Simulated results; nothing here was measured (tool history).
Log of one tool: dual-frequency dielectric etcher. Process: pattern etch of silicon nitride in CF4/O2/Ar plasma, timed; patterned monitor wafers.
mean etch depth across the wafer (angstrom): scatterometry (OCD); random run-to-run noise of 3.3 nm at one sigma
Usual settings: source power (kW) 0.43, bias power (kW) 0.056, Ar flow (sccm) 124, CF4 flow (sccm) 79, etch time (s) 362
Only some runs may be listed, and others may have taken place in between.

run	hour	source power (kW)	bias power (kW)	Ar flow (sccm)	CF4 flow (sccm)	etch time (s)	wafers since the last listed run	hours since the last wet clean	hours since the last source power generator calibration	hours since the last bias power generator calibration	hours since the last Ar flow controller change	hours since the last CF4 flow controller change	hours since the last upper electrode change	hours since the gauge calibration	read-back reference wafer on the same gauge, depth_nm	mean etch depth across the wafer (angstrom)
1	0	0.43	0.056	124	79	362	0	143.7	873	2207.9	9.9	303.6	2823.5	90.2	635.7	5917
2	102.2	0.43	0.056	124	79	362	577	245.9	975.2	2310.1	112.1	405.8	2925.7	192.4	634.5	5922
3	195.8	0.43	0.066	124	79	362	529	339.5	1068.8	2403.7	205.7	499.4	3019.3	286	634.8	6196
# hour 268.7: upper electrode replaced
4	269.2	0.53	0.051	124	79	266	279	412.9	1142.2	2477.1	279.1	572.8	0.5	359.4	636.2	4643
# hour 371.1: wet clean of the chamber
5	416.3	0.35	0.056	148	90	392	695	45.2	1289.3	2624.2	426.2	719.9	147.6	506.5	634.3	5797
6	518.7	0.43	0.056	124	79	392.5	578	147.6	1391.7	2726.6	528.6	822.3	250	608.9	635.8	6345
7	578.1	0.43	0.056	124	79	362	335	207	1451.1	2786	588	881.7	309.4	668.3	634.8	5811
# hour 629.6: source power generator calibrated
8	643.7	0.43	0.056	109	79	362	348	272.6	14.1	2851.6	653.6	947.3	375	733.9	634.4	5820
9	739.3	0.43	0.044	114	70	332.5	540	368.2	109.7	2947.2	749.2	1042.9	470.6	829.5	635	4982
10	813.8	0.43	0.056	124	79	392.5	421	442.7	184.2	3021.7	823.7	1117.4	545.1	904	634.8	6271
# hour 871.4: wet clean of the chamber
11	896.9	0.49	0.043	124	90	362	334	25.5	267.3	3104.8	906.8	1200.5	628.2	987.1	634	5901

Run 12 is up next; what results do you expect?
12	939	0.43	0.056	124	79	362	238	67.6	309.4	3146.9	948.9	1242.6	670.3	1029.2	?	?

read-back reference wafer on the same gauge, depth_nm: 634.9
mean etch depth across the wafer (angstrom): 5780
Minus the tool's unlogged condition, the same run would have read mean etch depth across the wafer (angstrom) 5947.
